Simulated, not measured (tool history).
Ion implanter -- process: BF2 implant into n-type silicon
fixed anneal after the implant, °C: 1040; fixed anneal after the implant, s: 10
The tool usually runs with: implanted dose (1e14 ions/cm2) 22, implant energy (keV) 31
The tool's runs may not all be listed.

run,day,implanted dose (1e14 ions/cm2),implant energy (keV),"read-back reference wafer on the same gauge, sheet resistance",sheet resistance of the implanted and annealed layer (ohm/square)
1,0,22,31,98.96,121.84
2,8.029,22,38,98.94,110.75
3,10.65,22,38,99.02,110.82
4,12.792,22,31,99.04,122.2
5,13.908,22,31,99.02,122.36
6,15.117,22,31,99,122.12
7,17.533,22,31,99.04,122.25
8,20.138,22,31,98.98,122.16
# day 21.096: Faraday cup replaced and dose calibrated
9,21.575,22,31,99.02,122.56
10,24.554,22,31,99.02,122.29
11,25.758,25.35,31,99.04,121.16
12,32.358,25.35,31,98.99,121.01
# day 32.992: gauge calibrated
13,34.871,22,26,98.99,132.5
14,37.038,25.66,36.5,98.97,111.81
15,38.367,25.19,23.5,99.02,137.61
16,40.7,23.79,22,99.06,142.24
17,43.638,20.11,31,98.97,123.17
18,45.108,22,31,99.03,122.25
# day 45.667: extraction supply calibrated
19,47.842,17.57,24,99.02,138
20,49.142,22,21.5,99,141.76
# day 49.992: Faraday cup replaced and dose calibrated
21,51.642,17.01,31,99,123.87
22,54.458,22,31,98.98,120.55
23,56.738,20.14,22.5,99,140.1
24,57.767,19.27,24.5,99.05,135.65
25,59.892,18.18,31,99.01,123.2
26,62.658,18.28,31,98.97,123.13

Below are 5 alternative next runs, each starting from the tool's condition after run 26. Predict each:
A,62.675,22,31,?,?
B,62.675,25.6,31,?,?
C,62.675,17.24,31,?,?
D,62.675,17.11,34.5,?,?
E,62.675,16.83,21.5,?,?

run,"read-back reference wafer on the same gauge, sheet resistance",sheet resistance of the implanted and annealed layer (ohm/square)
A,99.01,120.5
B,99.01,119.17
C,99.01,124.24
D,99.01,118.6
E,99.01,146.34
Stripped of hidden state, with their random variation kept, the same runs would have yielded:
run,sheet resistance of the implanted and annealed layer (ohm/square)
A,119.97
B,118.64
C,123.74
D,118.12
E,145.79
